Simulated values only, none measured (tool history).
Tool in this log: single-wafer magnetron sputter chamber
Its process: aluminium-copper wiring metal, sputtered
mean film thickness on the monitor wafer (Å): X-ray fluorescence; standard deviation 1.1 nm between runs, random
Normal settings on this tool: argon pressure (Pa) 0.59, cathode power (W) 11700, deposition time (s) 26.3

run	hour	argon pressure (Pa)	cathode power (W)	deposition time (s)	wafers since the last listed run	wafers on the sputter target	hours since the last manometer calibration	hours since the magnet pack was replaced	hours since the gauge calibration	read-back reference wafer on the same gauge, thickness_nm	mean film thickness on the monitor wafer (Å)
1	0	0.59	11700	26.3	0	1970	2466	7238.2	22.3	492.945	4263.37
2	22.3	0.59	11700	26.3	532	2503	2488.3	7260.5	44.6	492.834	4244.63
3	42.8	0.59	11700	26.3	489	2993	2508.8	7281	65.1	493.031	4245.52
4	64.7	0.59	11700	26.3	523	3516	2530.7	7302.9	87	492.913	4243.48
5	81.9	0.59	11700	26.3	411	3927	2547.9	7320.1	104.2	492.993	4233.31
6	103	0.59	11700	26.3	504	4431	2569	7341.2	125.3	492.95	4224.5
7	119.6	0.59	11700	26.3	396	4828	2585.6	7357.8	141.9	493.009	4253.15
# hour 149: sputter target and shields replaced
8	149.5	0.59	12350	24.6	523	12	2615.5	7387.7	171.8	493.05	4067.26
9	168.2	0.59	9500	26.3	446	459	2634.2	7406.4	190.5	492.976	3768.29
10	195.2	0.59	9500	26.3	645	1104	2661.2	7433.4	217.5	492.879	3742.65
11	211.4	0.59	9500	26.3	387	1491	2677.4	7449.6	233.7	492.652	3768.82
12	230.4	0.59	11700	26.3	454	1945	2696.4	7468.6	252.7	493.192	4221.12
13	252.1	0.59	11700	26.3	518	2464	2718.1	7490.3	274.4	493.464	4220.67
# hour 279.9: capacitance manometer re-zeroed and calibrated
14	280.4	0.59	11700	26.3	485	2949	0.5	7518.6	302.7	492.962	4444.54
15	303.1	0.59	11700	26.3	542	3491	23.2	7541.3	325.4	493.014	4451.72
16	337.6	0.59	11700	26.3	824	4316	57.7	7575.8	359.9	493.126	4452.24
17	366.9	0.378	11700	26.3	700	5016	87	7605.1	389.2	492.901	5012.68
18	379.2	0.59	10600	21.6	293	5310	99.3	7617.4	401.5	493.464	3460.67
# hour 394.2: sputter target and shields replaced
# hour 396.1: magnet pack replaced
19	413.1	0.755	11700	26.3	573	406	133.2	17	435.4	492.852	4038.59

Run 20 is up next; what results do you expect?
# hour 429.1: gauge calibrated
20	441	0.672	11700	26.3	666	1073	161.1	44.9	11.9	?	?

{"run 20": {"read-back reference wafer on the same gauge, thickness_nm": 492.882, "mean film thickness on the monitor wafer (Å)": 4244.23}}
Were there no unlogged condition in the tool, this run, its random variation unchanged, would have produced mean film thickness on the monitor wafer (Å) 4209.05.

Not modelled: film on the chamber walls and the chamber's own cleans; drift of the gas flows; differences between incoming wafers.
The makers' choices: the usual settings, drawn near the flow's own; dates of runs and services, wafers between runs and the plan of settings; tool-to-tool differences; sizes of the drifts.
